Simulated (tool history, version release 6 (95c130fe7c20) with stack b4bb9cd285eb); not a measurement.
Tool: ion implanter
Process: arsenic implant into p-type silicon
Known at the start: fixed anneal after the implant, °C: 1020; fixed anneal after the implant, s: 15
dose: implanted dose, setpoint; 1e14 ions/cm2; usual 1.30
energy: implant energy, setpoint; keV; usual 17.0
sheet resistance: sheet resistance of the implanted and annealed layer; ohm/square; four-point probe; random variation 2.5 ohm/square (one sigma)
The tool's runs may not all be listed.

| run | hour | dose | energy | read-back reference wafer on the same gauge, sheet resistance | sheet resistance |
|---|---|---|---|---|---|
| 1 | 0.0 | 1.30 | 17.0 | 695.13 | 621.86 |
|  | 52.9 | Faraday cup replaced and dose calibrated |
| 2 | 53.6 | 1.30 | 17.0 | 698.22 | 618.82 |
| 3 | 118.5 | 1.30 | 17.0 | 700.69 | 621.36 |
| 4 | 177.3 | 1.30 | 17.0 | 701.99 | 621.27 |
| 5 | 248.1 | 1.30 | 17.0 | 703.49 | 625.77 |
| 6 | 285.6 | 1.30 | 17.0 | 704.58 | 623.11 |
| 7 | 352.1 | 1.30 | 17.0 | 706.14 | 627.35 |
| 8 | 417.1 | 1.30 | 17.0 | 706.77 | 626.12 |
| 9 | 468.3 | 1.30 | 17.0 | 708.42 | 627.02 |
| 10 | 515.8 | 1.51 | 14.0 | 708.36 | 577.30 |
| 11 | 568.9 | 1.51 | 14.0 | 707.41 | 578.90 |
| 12 | 595.3 | 1.03 | 21.5 | 708.78 | 714.38 |
| 13 | 630.7 | 1.03 | 21.5 | 708.46 | 714.66 |
| 14 | 667.3 | 1.03 | 21.5 | 710.22 | 712.10 |
| 15 | 722.6 | 1.58 | 12.0 | 710.34 | 565.56 |
|  | 758.6 | Faraday cup replaced and dose calibrated |
| 16 | 781.7 | 1.54 | 11.5 | 710.61 | 584.89 |
| 17 | 985.0 | 0.96 | 12.5 | 711.41 | 821.38 |
|  | 996.1 | gauge calibrated |
| 18 | 1048.1 | 1.30 | 17.0 | 681.39 | 600.86 |

Run 19 comes next. What will it give?
| 19 | 1093.1 | 1.30 | 20.5 | ? | ? |

{"run 19": {"read-back reference wafer on the same gauge, sheet resistance": 684.64, "sheet resistance": 590.58}}
Without the tool's hidden state the same run would have given sheet resistance 586.72 ohm/square.
